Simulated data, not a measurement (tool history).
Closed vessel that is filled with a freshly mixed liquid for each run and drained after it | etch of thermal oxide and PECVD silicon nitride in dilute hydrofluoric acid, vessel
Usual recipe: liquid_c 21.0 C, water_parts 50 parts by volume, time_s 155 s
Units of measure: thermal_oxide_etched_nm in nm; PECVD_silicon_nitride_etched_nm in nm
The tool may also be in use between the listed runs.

| run | hour | liquid_c | water_parts | time_s | wafers since the last listed run | hours since the thermometer was replaced | hours since the hydrofluoric acid flow meter was replaced | hours since the gauge calibration | read-back film thickness of the thermal oxide reference wafer, read on the same gauge (nm) | read-back film thickness of the PECVD silicon nitride reference wafer, read on the same gauge (nm) | thermal_oxide_etched_nm | PECVD_silicon_nitride_etched_nm |
|---|---|---|---|---|---|---|---|---|---|---|---|---|
| 1 | 0.0 | 21.0 | 50 | 155 | 0 | 979.7 | 498.6 | 578.4 | 102.25 | 61.353 | 13.96 | 4.612 |
| 2 | 35.9 | 21.0 | 50 | 155 | 2699 | 1015.6 | 534.5 | 614.3 | 102.50 | 61.439 | 13.91 | 4.632 |
|  | 50.6 | gauge calibrated |
| 3 | 70.8 | 21.0 | 50 | 155 | 2624 | 1050.5 | 569.4 | 20.2 | 99.82 | 59.849 | 13.71 | 4.486 |
| 4 | 87.8 | 21.0 | 50 | 155 | 1278 | 1067.5 | 586.4 | 37.2 | 99.83 | 59.850 | 13.46 | 4.508 |
| 5 | 111.6 | 22.5 | 65 | 85 | 1789 | 1091.3 | 610.2 | 61.0 | 99.84 | 59.937 | 6.00 | 2.121 |
| 6 | 141.4 | 21.0 | 60 | 155 | 2241 | 1121.1 | 640.0 | 90.8 | 99.86 | 59.946 | 11.12 | 3.794 |
|  | 143.3 | hydrofluoric acid flow meter replaced |
| 7 | 192.9 | 25.5 | 35 | 100 | 3797 | 1172.6 | 49.6 | 142.3 | 99.92 | 59.967 | 15.51 | 5.631 |
| 8 | 218.1 | 25.5 | 50 | 105 | 1895 | 1197.8 | 74.8 | 167.5 | 100.00 | 60.011 | 11.14 | 4.150 |
| 9 | 242.5 | 21.0 | 75 | 155 | 1834 | 1222.2 | 99.2 | 191.9 | 100.04 | 59.984 | 8.72 | 3.053 |
| 10 | 268.5 | 19.5 | 35 | 185 | 1955 | 1248.2 | 125.2 | 217.9 | 100.11 | 60.115 | 22.40 | 6.917 |
| 11 | 297.5 | 21.0 | 50 | 155 | 2180 | 1277.2 | 154.2 | 246.9 | 100.18 | 60.071 | 13.70 | 4.521 |
| 12 | 403.6 | 21.0 | 50 | 155 | 7979 | 1383.3 | 260.3 | 353.0 | 100.60 | 60.311 | 13.56 | 4.498 |
| 13 | 439.1 | 21.0 | 25 | 155 | 2669 | 1418.8 | 295.8 | 388.5 | 100.78 | 60.443 | 28.52 | 8.877 |
| 14 | 465.0 | 21.0 | 50 | 195 | 1947 | 1444.7 | 321.7 | 414.4 | 100.88 | 60.568 | 17.29 | 5.778 |
| 15 | 490.9 | 23.0 | 60 | 155 | 1947 | 1470.6 | 347.6 | 440.3 | 101.06 | 60.571 | 12.31 | 4.420 |
|  | 493.1 | thermometer replaced |
| 16 | 521.7 | 21.0 | 50 | 155 | 2241 | 28.6 | 378.4 | 471.1 | 101.25 | 60.725 | 13.81 | 4.562 |
| 17 | 554.6 | 25.0 | 75 | 190 | 2474 | 61.5 | 411.3 | 504.0 | 101.43 | 60.864 | 13.01 | 4.961 |
| 18 | 588.8 | 25.5 | 70 | 210 | 2571 | 95.7 | 445.5 | 538.2 | 101.67 | 61.015 | 15.50 | 6.095 |
| 19 | 613.2 | 25.0 | 35 | 115 | 1834 | 120.1 | 469.9 | 562.6 | 101.83 | 61.114 | 17.71 | 6.368 |
| 20 | 635.7 | 24.5 | 50 | 110 | 1692 | 142.6 | 492.4 | 585.1 | 101.97 | 61.205 | 11.45 | 4.164 |

The next listed run, before its measurement:
| 21 | 659.4 | 24.0 | 40 | 155 | 1782 | 166.3 | 516.1 | 608.8 | ? | ? | ? | ? |

For run 21 the tool returned read-back film thickness of the thermal oxide reference wafer, read on the same gauge (nm) 102.20, read-back film thickness of the PECVD silicon nitride reference wafer, read on the same gauge (nm) 61.310, thermal_oxide_etched_nm 19.85 nm, PECVD_silicon_nitride_etched_nm 7.076 nm.
Were there no unlogged condition in the tool, this run, its random variation unchanged, would have produced thermal_oxide_etched_nm 19.43 nm, PECVD_silicon_nitride_etched_nm 6.926 nm.
